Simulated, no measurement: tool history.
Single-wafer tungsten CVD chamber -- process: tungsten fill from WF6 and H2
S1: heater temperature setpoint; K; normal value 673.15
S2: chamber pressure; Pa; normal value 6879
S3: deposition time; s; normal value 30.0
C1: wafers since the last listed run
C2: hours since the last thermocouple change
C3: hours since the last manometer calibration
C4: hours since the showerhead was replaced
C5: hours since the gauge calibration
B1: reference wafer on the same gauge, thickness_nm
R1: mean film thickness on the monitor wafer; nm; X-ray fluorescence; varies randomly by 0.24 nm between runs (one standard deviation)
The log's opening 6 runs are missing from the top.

run	day	S1	S2	S3	C1	C2	C3	C4	C5	B1	R1
7	7.462	673.15	6879	30.0	703	1848.3	2412.1	2549.7	487.5	107.921	110.682
8	8.396	673.15	6879	30.0	576	1870.7	2434.5	2572.1	509.9	107.967	110.900
9	9.746	673.15	6879	30.0	834	1903.1	2466.9	2604.5	542.3	107.963	111.593
10	12.533	673.15	6879	30.0	1722	1970.0	2533.8	2671.4	609.2	107.961	111.785
# day 13.021: capacitance manometer re-zeroed and calibrated
11	13.104	673.15	6879	30.0	146	1983.7	2.0	2685.1	622.9	107.991	107.921
# day 13.638: thermocouple changed; heater temperature recalibrated
12	14.267	673.15	6426	30.0	512	15.1	29.9	2713.0	650.8	108.049	97.078
13	15.325	673.15	6879	30.0	654	40.5	55.3	2738.4	676.2	108.010	100.353
14	16.417	673.15	6066	30.0	674	66.7	81.5	2764.6	702.4	108.042	94.558
15	17.250	673.15	6066	30.0	515	86.7	101.5	2784.6	722.4	108.089	94.638
16	18.271	673.15	5626	26.8	630	111.2	126.0	2809.1	746.9	107.960	81.927
17	19.708	673.15	6879	30.0	888	145.7	160.5	2843.6	781.4	107.918	100.288
# day 20.679: gauge calibrated
# day 20.975: showerhead replaced
18	20.996	659.15	6879	24.2	589	176.6	191.4	0.5	7.6	108.034	59.898
19	22.133	673.15	8333	35.5	703	203.9	218.7	27.8	34.9	108.057	130.235
20	23.375	667.15	7453	30.0	767	233.7	248.5	57.6	64.7	107.967	92.074
21	24.212	673.15	6879	30.0	517	253.8	268.6	77.7	84.8	107.979	101.034
22	25.071	673.15	6879	30.0	530	274.4	289.2	98.3	105.4	108.015	101.013
23	25.608	673.15	7573	30.0	332	287.3	302.1	111.2	118.3	108.040	104.893
24	26.888	673.15	6879	30.0	790	318.0	332.8	141.9	149.0	108.032	101.375
25	28.125	673.15	8586	27.4	764	347.7	362.5	171.6	178.7	107.964	101.923
26	29.054	663.15	6106	30.0	574	370.0	384.8	193.9	201.0	108.027	77.839
27	30.004	673.15	7386	24.0	587	392.8	407.6	216.7	223.8	108.082	83.707
28	34.421	665.15	7959	34.7	2729	498.8	513.6	322.7	329.8	107.934	106.214
29	35.492	659.15	5546	25.7	661	524.5	539.3	348.4	355.5	107.938	58.863
30	36.092	661.15	5333	30.0	370	538.9	553.7	362.8	369.9	107.944	70.211
31	36.838	660.15	6879	33.0	460	556.8	571.6	380.7	387.8	108.063	84.844

Alternative continuations, all from the tool just after run 31; predict every row:
A	36.854	673.15	6879	30.0	10	557.2	572.0	381.1	388.2	?	?
B	36.854	666.15	5946	32.7	10	557.2	572.0	381.1	388.2	?	?
C	36.854	687.15	7719	30.0	10	557.2	572.0	381.1	388.2	?	?
D	36.854	665.15	6199	27.1	10	557.2	572.0	381.1	388.2	?	?
E	36.854	685.15	5586	24.1	10	557.2	572.0	381.1	388.2	?	?

run	B1	R1
A	108.051	102.421
B	108.051	90.103
C	108.051	141.425
D	108.051	74.408
E	108.051	94.705
Stripped of hidden state, with their random variation kept, the same runs would have yielded:
run	R1
A	100.280
B	88.145
C	138.568
D	72.789
E	92.733

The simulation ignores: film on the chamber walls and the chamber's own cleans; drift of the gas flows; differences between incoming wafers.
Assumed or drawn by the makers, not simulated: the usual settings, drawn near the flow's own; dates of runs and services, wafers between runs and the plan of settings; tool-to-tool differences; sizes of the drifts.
